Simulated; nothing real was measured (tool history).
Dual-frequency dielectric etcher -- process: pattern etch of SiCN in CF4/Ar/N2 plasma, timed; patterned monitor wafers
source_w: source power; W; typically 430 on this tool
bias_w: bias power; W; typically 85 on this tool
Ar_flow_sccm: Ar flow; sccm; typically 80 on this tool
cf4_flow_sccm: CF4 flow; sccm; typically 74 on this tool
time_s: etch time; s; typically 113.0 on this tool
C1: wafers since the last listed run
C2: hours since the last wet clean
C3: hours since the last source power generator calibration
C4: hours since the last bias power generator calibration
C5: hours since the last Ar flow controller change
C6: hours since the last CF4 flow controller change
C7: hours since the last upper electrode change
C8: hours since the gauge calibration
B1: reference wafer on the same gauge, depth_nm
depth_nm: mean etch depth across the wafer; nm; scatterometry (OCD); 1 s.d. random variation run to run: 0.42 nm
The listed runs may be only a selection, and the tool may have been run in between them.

{"run": 1, "day": 0.0, "source_w": 430, "bias_w": 85, "Ar_flow_sccm": 80, "cf4_flow_sccm": 74, "time_s": 113.0, "C1": 0, "C2": 368.3, "C3": 965.1, "C4": 3156.0, "C5": 2618.5, "C6": 1033.3, "C7": 3649.5, "C8": 4019.9, "B1": 100.1, "depth_nm": 100.4}
{"run": 2, "day": 4.471, "source_w": 430, "bias_w": 85, "Ar_flow_sccm": 93, "cf4_flow_sccm": 74, "time_s": 140.0, "C1": 890, "C2": 475.6, "C3": 1072.4, "C4": 3263.3, "C5": 2725.8, "C6": 1140.6, "C7": 3756.8, "C8": 4127.2, "B1": 100.0, "depth_nm": 123.0}
{"run": 3, "day": 8.071, "source_w": 500, "bias_w": 85, "Ar_flow_sccm": 80, "cf4_flow_sccm": 74, "time_s": 113.0, "C1": 716, "C2": 562.0, "C3": 1158.8, "C4": 3349.7, "C5": 2812.2, "C6": 1227.0, "C7": 3843.2, "C8": 4213.6, "B1": 100.0, "depth_nm": 113.0}
{"day": 9.846, "done": "Ar flow controller replaced"}
{"run": 4, "day": 16.75, "source_w": 510, "bias_w": 85, "Ar_flow_sccm": 80, "cf4_flow_sccm": 74, "time_s": 103.0, "C1": 1678, "C2": 770.3, "C3": 1367.1, "C4": 3558.0, "C5": 165.7, "C6": 1435.3, "C7": 4051.5, "C8": 4421.9, "B1": 99.8, "depth_nm": 105.1}
{"run": 5, "day": 19.058, "source_w": 430, "bias_w": 85, "Ar_flow_sccm": 80, "cf4_flow_sccm": 74, "time_s": 113.0, "C1": 459, "C2": 825.7, "C3": 1422.5, "C4": 3613.4, "C5": 221.1, "C6": 1490.7, "C7": 4106.9, "C8": 4477.3, "B1": 100.0, "depth_nm": 100.6}
{"day": 19.846, "done": "gauge calibrated"}
{"run": 6, "day": 22.925, "source_w": 430, "bias_w": 85, "Ar_flow_sccm": 80, "cf4_flow_sccm": 74, "time_s": 125.5, "C1": 770, "C2": 918.5, "C3": 1515.3, "C4": 3706.2, "C5": 313.9, "C6": 1583.5, "C7": 4199.7, "C8": 73.9, "B1": 100.1, "depth_nm": 110.7}
{"day": 24.704, "done": "wet clean of the chamber"}
{"run": 7, "day": 26.158, "source_w": 520, "bias_w": 85, "Ar_flow_sccm": 70, "cf4_flow_sccm": 67, "time_s": 113.0, "C1": 444, "C2": 34.9, "C3": 1592.9, "C4": 3783.8, "C5": 391.5, "C6": 1661.1, "C7": 4277.3, "C8": 151.5, "B1": 99.9, "depth_nm": 116.3}
{"run": 8, "day": 27.9, "source_w": 430, "bias_w": 85, "Ar_flow_sccm": 80, "cf4_flow_sccm": 74, "time_s": 113.0, "C1": 346, "C2": 76.7, "C3": 1634.7, "C4": 3825.6, "C5": 433.3, "C6": 1702.9, "C7": 4319.1, "C8": 193.3, "B1": 99.9, "depth_nm": 100.0}
{"run": 9, "day": 32.292, "source_w": 430, "bias_w": 85, "Ar_flow_sccm": 80, "cf4_flow_sccm": 74, "time_s": 113.0, "C1": 874, "C2": 182.1, "C3": 1740.1, "C4": 3931.0, "C5": 538.7, "C6": 1808.3, "C7": 4424.5, "C8": 298.7, "B1": 100.0, "depth_nm": 101.0}
{"run": 10, "day": 35.2, "source_w": 520, "bias_w": 85, "Ar_flow_sccm": 70, "cf4_flow_sccm": 67, "time_s": 113.0, "C1": 579, "C2": 251.9, "C3": 1809.9, "C4": 4000.8, "C5": 608.5, "C6": 1878.1, "C7": 4494.3, "C8": 368.5, "B1": 100.0, "depth_nm": 116.3}
{"day": 38.421, "done": "upper electrode replaced"}
{"run": 11, "day": 39.162, "source_w": 430, "bias_w": 85, "Ar_flow_sccm": 71, "cf4_flow_sccm": 84, "time_s": 80.0, "C1": 589, "C2": 347.0, "C3": 1905.0, "C4": 4095.9, "C5": 703.6, "C6": 1973.2, "C7": 17.8, "C8": 463.6, "B1": 100.1, "depth_nm": 72.3}
{"day": 40.633, "done": "bias power generator calibrated"}
{"run": 12, "day": 42.092, "source_w": 370, "bias_w": 85, "Ar_flow_sccm": 80, "cf4_flow_sccm": 64, "time_s": 83.0, "C1": 550, "C2": 417.3, "C3": 1975.3, "C4": 35.0, "C5": 773.9, "C6": 2043.5, "C7": 88.1, "C8": 533.9, "B1": 100.0, "depth_nm": 64.2}
{"run": 13, "day": 45.117, "source_w": 470, "bias_w": 77, "Ar_flow_sccm": 80, "cf4_flow_sccm": 62, "time_s": 95.5, "C1": 602, "C2": 489.9, "C3": 2047.9, "C4": 107.6, "C5": 846.5, "C6": 2116.1, "C7": 160.7, "C8": 606.5, "B1": 100.0, "depth_nm": 85.3}
{"run": 14, "day": 48.329, "source_w": 340, "bias_w": 85, "Ar_flow_sccm": 80, "cf4_flow_sccm": 86, "time_s": 97.5, "C1": 639, "C2": 567.0, "C3": 2125.0, "C4": 184.7, "C5": 923.6, "C6": 2193.2, "C7": 237.8, "C8": 683.6, "B1": 100.0, "depth_nm": 73.3}
{"run": 15, "day": 50.392, "source_w": 400, "bias_w": 85, "Ar_flow_sccm": 80, "cf4_flow_sccm": 85, "time_s": 113.0, "C1": 410, "C2": 616.5, "C3": 2174.5, "C4": 234.2, "C5": 973.1, "C6": 2242.7, "C7": 287.3, "C8": 733.1, "B1": 100.0, "depth_nm": 95.5}
{"run": 16, "day": 61.742, "source_w": 430, "bias_w": 85, "Ar_flow_sccm": 80, "cf4_flow_sccm": 74, "time_s": 113.0, "C1": 2260, "C2": 888.9, "C3": 2446.9, "C4": 506.6, "C5": 1245.5, "C6": 2515.1, "C7": 559.7, "C8": 1005.5, "B1": 100.1, "depth_nm": 100.1}
{"run": 17, "day": 65.508, "source_w": 500, "bias_w": 85, "Ar_flow_sccm": 68, "cf4_flow_sccm": 74, "time_s": 113.0, "C1": 750, "C2": 979.3, "C3": 2537.3, "C4": 597.0, "C5": 1335.9, "C6": 2605.5, "C7": 650.1, "C8": 1095.9, "B1": 100.0, "depth_nm": 114.6}
{"day": 68.704, "done": "wet clean of the chamber"}
{"run": 18, "day": 74.721, "source_w": 430, "bias_w": 85, "Ar_flow_sccm": 80, "cf4_flow_sccm": 74, "time_s": 113.0, "C1": 1635, "C2": 144.4, "C3": 2758.4, "C4": 818.1, "C5": 1557.0, "C6": 2826.6, "C7": 871.2, "C8": 1317.0, "B1": 100.0, "depth_nm": 100.9}
{"run": 19, "day": 77.838, "source_w": 490, "bias_w": 85, "Ar_flow_sccm": 80, "cf4_flow_sccm": 86, "time_s": 113.0, "C1": 620, "C2": 219.2, "C3": 2833.2, "C4": 892.9, "C5": 1631.8, "C6": 2901.4, "C7": 946.0, "C8": 1391.8, "B1": 99.8, "depth_nm": 113.3}
{"run": 20, "day": 82.842, "source_w": 430, "bias_w": 85, "Ar_flow_sccm": 80, "cf4_flow_sccm": 74, "time_s": 113.0, "C1": 996, "C2": 339.3, "C3": 2953.3, "C4": 1013.0, "C5": 1751.9, "C6": 3021.5, "C7": 1066.1, "C8": 1511.9, "B1": 100.0, "depth_nm": 100.5}
{"run": 21, "day": 86.992, "source_w": 430, "bias_w": 85, "Ar_flow_sccm": 86, "cf4_flow_sccm": 74, "time_s": 113.0, "C1": 826, "C2": 438.9, "C3": 3052.9, "C4": 1112.6, "C5": 1851.5, "C6": 3121.1, "C7": 1165.7, "C8": 1611.5, "B1": 100.0, "depth_nm": 99.8}

Exercise: give the hidden state of the tool at every run:
etch rate over this chamber's usual, %: 0 across all the runs
source power that arrives over what is set, %: 0 across all the runs
bias power that arrives over what is set, %: 0 across all the runs
Ar flow that arrives over what is set, %: 0 across all the runs
CF4 flow that arrives over what is set, %: 0 across all the runs
gauge reads high (%): 0 across all the runs
